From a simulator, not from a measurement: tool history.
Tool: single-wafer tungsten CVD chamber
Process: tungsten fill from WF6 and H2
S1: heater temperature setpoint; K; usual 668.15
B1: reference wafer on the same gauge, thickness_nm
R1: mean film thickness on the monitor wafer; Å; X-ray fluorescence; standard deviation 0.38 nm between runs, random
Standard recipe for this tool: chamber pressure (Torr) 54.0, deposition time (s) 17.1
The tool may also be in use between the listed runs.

Run 1, hour 0.0: usual settings; B1 57.902. Result: R1 630.54 Å.
Run 2, hour 8.5: usual settings but S1 675.15 K; B1 57.953. Result: R1 726.17 Å.
Run 3, hour 22.9: usual settings but S1 675.15 K; B1 57.834. Result: R1 729.58 Å.
Run 4, hour 34.0: usual settings but S1 675.15 K; B1 58.008. Result: R1 728.76 Å.
Run 5, hour 49.0: usual settings; B1 57.992. Result: R1 628.40 Å.
Run 6, hour 62.8: usual settings; B1 57.861. Result: R1 624.65 Å.
Run 7, hour 73.1: usual settings; B1 58.009. Result: R1 631.61 Å.
Run 8, hour 89.8: usual settings; B1 57.904. Result: R1 626.84 Å.
Run 9, hour 103.1: usual settings; B1 57.915. Result: R1 633.56 Å.
Run 10, hour 134.6: usual settings; B1 57.913. Result: R1 630.97 Å.
Run 11, hour 144.2: usual settings but chamber pressure (Torr) 44.8, deposition time (s) 19.3; B1 57.988. Result: R1 630.36 Å.
Run 12, hour 155.8: usual settings but chamber pressure (Torr) 44.8, deposition time (s) 19.3; B1 57.967. Result: R1 636.82 Å.
Run 13, hour 168.4: usual settings but S1 663.15 K, deposition time (s) 19.4; B1 57.873. Result: R1 637.29 Å.
Run 14, hour 183.5: usual settings but S1 663.15 K, deposition time (s) 19.4; B1 57.865. Result: R1 639.63 Å.
At hour 189.0: gauge calibrated.
Run 15, hour 199.9: usual settings but S1 663.15 K, deposition time (s) 19.4; B1 57.924. Result: R1 641.51 Å.
Run 16, hour 207.3: usual settings; B1 57.904. Result: R1 635.46 Å.
Run 17, hour 219.0: usual settings but chamber pressure (Torr) 44.8, deposition time (s) 18.7; B1 57.944. Result: R1 613.99 Å.
Run 18, hour 232.2: usual settings but chamber pressure (Torr) 42.6, deposition time (s) 19.4; B1 58.006. Result: R1 617.82 Å.
Run 19, hour 247.7: usual settings but S1 660.15 K, chamber pressure (Torr) 50.5; B1 57.883. Result: R1 506.34 Å.
Run 20, hour 253.8: usual settings; B1 57.792. Result: R1 634.78 Å.
Run 21, hour 260.6: usual settings but chamber pressure (Torr) 48.2; B1 57.892. Result: R1 581.80 Å.
Run 22, hour 272.9: usual settings but S1 661.15 K, chamber pressure (Torr) 41.2; B1 57.965. Result: R1 458.35 Å.
At hour 292.6: thermocouple changed; heater temperature recalibrated.
At hour 299.3: capacitance manometer re-zeroed and calibrated.
At hour 302.8: showerhead replaced.
Run 23, hour 303.3: usual settings but deposition time (s) 18.1; B1 57.973. Result: R1 663.14 Å.
Run 24, hour 303.6: usual settings but S1 663.15 K, chamber pressure (Torr) 64.5, deposition time (s) 20.3; B1 57.853. Result: R1 738.83 Å.
Run 25, hour 316.9: usual settings; B1 57.846. Result: R1 626.47 Å.
Run 26, hour 344.9: usual settings; B1 57.902. Result: R1 632.95 Å.
Run 27, hour 352.9: usual settings; B1 57.835. Result: R1 636.16 Å.
Run 28, hour 362.5: usual settings; B1 57.978. Result: R1 628.28 Å.
Run 29, hour 374.1: usual settings but S1 672.15 K, chamber pressure (Torr) 59.0, deposition time (s) 19.4; B1 57.896. Result: R1 817.97 Å.
Run 30, hour 389.1: usual settings but S1 657.15 K, deposition time (s) 19.6; B1 57.773. Result: R1 566.06 Å.
Run 31, hour 407.0: usual settings; B1 57.819. Result: R1 635.29 Å.
Run 32, hour 416.8: usual settings but deposition time (s) 16.1; B1 57.891. Result: R1 595.98 Å.
Run 33, hour 427.8: usual settings but S1 661.15 K, chamber pressure (Torr) 60.5, deposition time (s) 15.8; B1 57.980. Result: R1 531.10 Å.
Run 34, hour 451.0: usual settings but S1 662.15 K, deposition time (s) 15.0; B1 57.923. Result: R1 483.21 Å.
Run 35, hour 457.9: usual settings; B1 57.828. Result: R1 627.15 Å.

Here are 3 independent what-if runs from the current tool condition. What would each one return?
Run A, hour 458.3: usual settings; B1 ?. Result: R1 ?.
Run B, hour 458.3: usual settings but deposition time (s) 18.9; B1 ?. Result: R1 ?.
Run C, hour 458.3: usual settings but S1 681.15 K, chamber pressure (Torr) 60.8; B1 ?. Result: R1 ?.

run      B1      R1
  A  57.866  624.57
  B  57.866  690.61
  C  57.866  871.74
Stripped of hidden state, with their random variation kept, the same runs would have yielded:
run      R1
  A  624.57
  B  690.61
  C  871.74
